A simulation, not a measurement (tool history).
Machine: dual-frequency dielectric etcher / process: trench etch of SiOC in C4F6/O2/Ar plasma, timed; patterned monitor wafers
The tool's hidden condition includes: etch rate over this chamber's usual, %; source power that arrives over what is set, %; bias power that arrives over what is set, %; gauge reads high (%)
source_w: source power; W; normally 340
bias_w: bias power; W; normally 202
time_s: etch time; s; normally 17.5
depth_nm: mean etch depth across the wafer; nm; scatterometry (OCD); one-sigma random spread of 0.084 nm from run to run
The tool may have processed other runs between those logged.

run,hour,source_w,bias_w,time_s,wafers since the last listed run,hours since the last wet clean,hours since the last source power generator calibration,hours since the last bias power generator calibration,hours since the last upper electrode change,hours since the gauge calibration,"read-back reference wafer on the same gauge, depth_nm",depth_nm
1,0.0,340,202,17.5,0,269.5,2484.0,1897.5,4610.5,2121.4,43.62,37.04
2,38.4,340,202,17.5,388,307.9,2522.4,1935.9,4648.9,2159.8,43.59,36.99
3,66.2,340,202,17.5,281,335.7,2550.2,1963.7,4676.7,2187.6,43.57,36.88
4,112.2,340,202,17.5,465,381.7,2596.2,2009.7,4722.7,2233.6,43.53,36.79
# hour 186.5: wet clean of the chamber
5,199.2,340,202,17.5,637,12.7,2683.2,2096.7,4809.7,2320.6,43.54,36.91
6,251.6,340,202,17.5,530,65.1,2735.6,2149.1,4862.1,2373.0,43.50,36.91
# hour 302.3: gauge calibrated
7,304.0,340,202,17.5,530,117.5,2788.0,2201.5,4914.5,1.7,43.93,37.18
8,348.9,340,202,17.5,454,162.4,2832.9,2246.4,4959.4,46.6,43.95,37.04
9,401.6,300,184,22.0,533,215.1,2885.6,2299.1,5012.1,99.3,43.96,42.82
# hour 439.5: source power generator calibrated
10,440.0,340,172,17.5,347,253.5,0.5,2337.5,5050.5,137.7,43.94,35.54
# hour 491.4: upper electrode replaced
11,505.1,340,202,17.5,415,318.6,65.6,2402.6,13.7,202.8,43.89,37.36
# hour 527.6: bias power generator calibrated
12,561.1,340,202,17.5,526,374.6,121.6,33.5,69.7,258.8,43.91,37.31
# hour 646.9: wet clean of the chamber
13,738.0,340,202,17.5,1546,91.1,298.5,210.4,246.6,435.7,43.90,37.11
14,770.5,270,202,15.5,328,123.6,331.0,242.9,279.1,468.2,43.88,29.23
15,819.0,340,202,22.5,490,172.1,379.5,291.4,327.6,516.7,43.92,47.59
16,851.0,400,202,17.5,323,204.1,411.5,323.4,359.6,548.7,43.93,40.33
17,918.5,270,177,21.5,682,271.6,479.0,390.9,427.1,616.2,43.89,39.02
18,945.8,340,202,17.5,276,298.9,506.3,418.2,454.4,643.5,43.90,37.22
19,1000.7,400,155,22.5,555,353.8,561.2,473.1,509.3,698.4,43.91,48.17
20,1047.5,340,202,17.5,473,400.6,608.0,519.9,556.1,745.2,43.90,37.20
# hour 1077.3: wet clean of the chamber
21,1092.7,380,234,20.5,214,15.4,653.2,565.1,601.3,790.4,43.87,47.92

Forecast run 22:
22,1143.6,370,169,17.5,514,66.3,704.1,616.0,652.2,841.3,?,?

read-back reference wafer on the same gauge, depth_nm: 43.88
depth_nm: 36.83 nm
On a tool with no hidden condition, and with the same random variation, this run would have come out at depth_nm 36.86 nm.
